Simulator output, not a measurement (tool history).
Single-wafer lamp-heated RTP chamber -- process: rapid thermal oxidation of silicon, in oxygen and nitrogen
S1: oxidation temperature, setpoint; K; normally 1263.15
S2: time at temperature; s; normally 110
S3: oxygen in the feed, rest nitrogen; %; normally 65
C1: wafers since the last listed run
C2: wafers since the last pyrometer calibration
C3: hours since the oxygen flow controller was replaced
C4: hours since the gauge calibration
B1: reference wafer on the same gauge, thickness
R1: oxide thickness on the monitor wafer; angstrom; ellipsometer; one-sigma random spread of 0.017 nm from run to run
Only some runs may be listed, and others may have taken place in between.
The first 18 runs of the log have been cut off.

run 19 hour=252.9 | S1=1273.15 S2=62 S3=41 | C1=87 C2=148 C3=3202.7 C4=121 | B1=4.646 | R1=41.3
run 20 hour=265.1 | S1=1263.15 S2=110 S3=65 | C1=113 C2=261 C3=3214.9 C4=133.2 | B1=4.647 | R1=57.25
run 21 hour=273.2 | S1=1249.15 S2=94 S3=91 | C1=75 C2=336 C3=3223 C4=141.3 | B1=4.647 | R1=54.31
-- hour=286.2 oxygen flow controller replaced
run 22 hour=289.3 | S1=1282.15 S2=66 S3=40 | C1=75 C2=411 C3=3.1 C4=157.4 | B1=4.644 | R1=44.65
run 23 hour=301.5 | S1=1276.15 S2=55 S3=76 | C1=113 C2=524 C3=15.3 C4=169.6 | B1=4.653 | R1=49.58
run 24 hour=312.4 | S1=1276.15 S2=131 S3=46 | C1=101 C2=626 C3=26.2 C4=180.5 | B1=4.647 | R1=60.5
run 25 hour=318.6 | S1=1263.15 S2=110 S3=65 | C1=57 C2=683 C3=32.4 C4=186.7 | B1=4.649 | R1=57.69
run 26 hour=325.6 | S1=1263.15 S2=110 S3=56 | C1=64 C2=748 C3=39.4 C4=193.7 | B1=4.651 | R1=54.96
run 27 hour=335.7 | S1=1287.15 S2=127 S3=65 | C1=93 C2=842 C3=49.5 C4=203.8 | B1=4.649 | R1=73.52
run 28 hour=343.6 | S1=1279.15 S2=144 S3=45 | C1=73 C2=915 C3=57.4 C4=211.7 | B1=4.652 | R1=64.61
run 29 hour=355.5 | S1=1263.15 S2=110 S3=65 | C1=110 C2=1026 C3=69.3 C4=223.6 | B1=4.653 | R1=57.86
run 30 hour=369.6 | S1=1263.15 S2=110 S3=65 | C1=130 C2=1157 C3=83.4 C4=237.7 | B1=4.65 | R1=57.95
run 31 hour=375.8 | S1=1279.15 S2=78 S3=47 | C1=57 C2=1214 C3=89.6 C4=243.9 | B1=4.654 | R1=50.05

Predict each of these 4 candidate next runs independently; none follows another, all start after run 31:
run A hour=376.3 | S1=1263.15 S2=110 S3=65 | C1=4 C2=1219 C3=90.1 C4=244.4 | B1=? | R1=?
run B hour=376.3 | S1=1263.15 S2=161 S3=87 | C1=4 C2=1219 C3=90.1 C4=244.4 | B1=? | R1=?
run C hour=376.3 | S1=1289.15 S2=83 S3=54 | C1=4 C2=1219 C3=90.1 C4=244.4 | B1=? | R1=?
run D hour=376.3 | S1=1263.15 S2=110 S3=92 | C1=4 C2=1219 C3=90.1 C4=244.4 | B1=? | R1=?

run=A B1=4.649 R1=58.3
run=B B1=4.649 R1=76.93
run=C B1=4.649 R1=58.18
run=D B1=4.649 R1=65.9
Had the tool no hidden state, the same runs would have come out as:
run=A R1=57.04
run=B R1=75.22
run=C R1=56.96
run=D R1=64.45
